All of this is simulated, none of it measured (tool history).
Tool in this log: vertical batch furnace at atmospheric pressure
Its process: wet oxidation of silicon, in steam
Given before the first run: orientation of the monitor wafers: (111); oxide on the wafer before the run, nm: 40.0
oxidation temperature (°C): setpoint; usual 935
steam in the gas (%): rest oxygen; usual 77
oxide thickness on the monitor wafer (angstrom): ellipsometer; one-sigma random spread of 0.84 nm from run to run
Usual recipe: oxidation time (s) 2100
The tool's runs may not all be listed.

run    hour  oxidation temperature (°C)  oxidation time (s)  steam in the gas (%)  read-back reference wafer on the same gauge, thickness  oxide thickness on the monitor wafer (angstrom)
  1       0                         935                2100                    77                                                  197.95                                             2041
  2   106.6                         935                2100                    77                                                  198.06                                           2045.7
  3   146.1                         935                2100                    77                                                  198.09                                           2038.8
  4   182.4                         935                2100                    77                                                  198.02                                           2024.3
  5   242.6                         935                2100                    77                                                  197.99                                           2028.2
  6   333.2                         935                2100                    77                                                  198.08                                           2029.2
  7   395.2                         935                2100                    84                                                  198.25                                             2160
  8   469.7                         935                2100                    84                                                   197.9                                           2148.8
  9     539                         935                2100                    84                                                  197.98                                           2144.9
 10   621.1                         935                2100                    77                                                  198.02                                           2022.6
 11   679.8                         935                2100                    77                                                  198.11                                           2029.9
 12   737.8                         935                2100                    77                                                  198.02                                           2040.1
      804.3  -- gauge calibrated
 13   822.2                         935                2760                    71                                                  198.04                                           2308.4
      891.3  -- thermocouples replaced and temperature profile calibrated
 14   891.8                         952                2100                    84                                                  198.03                                           2344.6
 15     977                         952                2100                    84                                                  198.03                                           2354.6
 16  1083.6                         935                2100                    85                                                  197.96                                           2072.7
 17  1164.1                         935                1800                    87                                                  197.96                                           1916.5
 18  1362.6                         927                2100                    88                                                  198.13                                             2005
 19  1420.6                         928                2100                    77                                                     198                                           1857.5
 20  1460.9                         922                2520                    67                                                  198.11                                           1814.3
 21    1529                         952                1200                    71                                                  197.86                                           1488.6
 22  1604.3                         953                2970                    77                                                  197.95                                           2808.8
 23  1701.7                         935                2100                    77                                                  197.94                                           1957.6
     1857.5  -- steam generator serviced
 24  1977.1                         935                2100                    77                                                  197.84                                           2014.7
     1995.5  -- gauge calibrated
 25  2020.2                         951                2100                    85                                                  197.98                                           2396.3
 26  2082.6                         911                2940                    82                                                  197.91                                           2159.6
 27  2156.7                         935                2760                    71                                                  197.88                                           2286.4
 28    2232                         935                3120                    70                                                  197.86                                           2445.3
 29  2372.7                         950                1080                    77                                                  198.08                                           1473.6
 30  2468.9                         956                2100                    83                                                     198                                           2465.2
 31  2508.6                         913                1800                    77                                                  197.94                                           1544.2
 32  2599.8                         935                3150                    77                                                  197.85                                           2604.7
 33  2641.2                         935                2100                    77                                                   198.1                                             2010

Some steps in oxide thickness on the monitor wafer (angstrom) between neighbouring runs. How much of each would the tool show without its hidden state too (settings, what came in, random variation), and how much is left for the hidden state, with any gauge scatter that isn't in both results?
The hidden state here: true tube temperature minus thermocouple reading, K; steam share off its setpoint, % of the setpoint; gauge reads high (%).
Run 13 -> 14: oxidation temperature (°C) 935 -> 952, oxidation time (s) 2760 -> 2100, steam in the gas (%) 71 -> 84, thermocouples replaced and temperature profile calibrated. oxide thickness on the monitor wafer (angstrom) +36.2: hidden state -88.9, all else +125.1.
Run 21 -> 22: oxidation temperature (°C) 952 -> 953, oxidation time (s) 1200 -> 2970, steam in the gas (%) 71 -> 77. oxide thickness on the monitor wafer (angstrom) +1320.2: hidden state -7, all else +1327.2.
Run 23 -> 24: steam generator serviced. oxide thickness on the monitor wafer (angstrom) +57.1: hidden state +48.5, all else +8.6.
Run 29 -> 30: oxidation temperature (°C) 950 -> 956, oxidation time (s) 1080 -> 2100, steam in the gas (%) 77 -> 83. oxide thickness on the monitor wafer (angstrom) +991.6: hidden state +21.6, all else +970.
Run 31 -> 32: oxidation temperature (°C) 913 -> 935, oxidation time (s) 1800 -> 3150. oxide thickness on the monitor wafer (angstrom) +1060.5: hidden state +19.6, all else +1040.9.
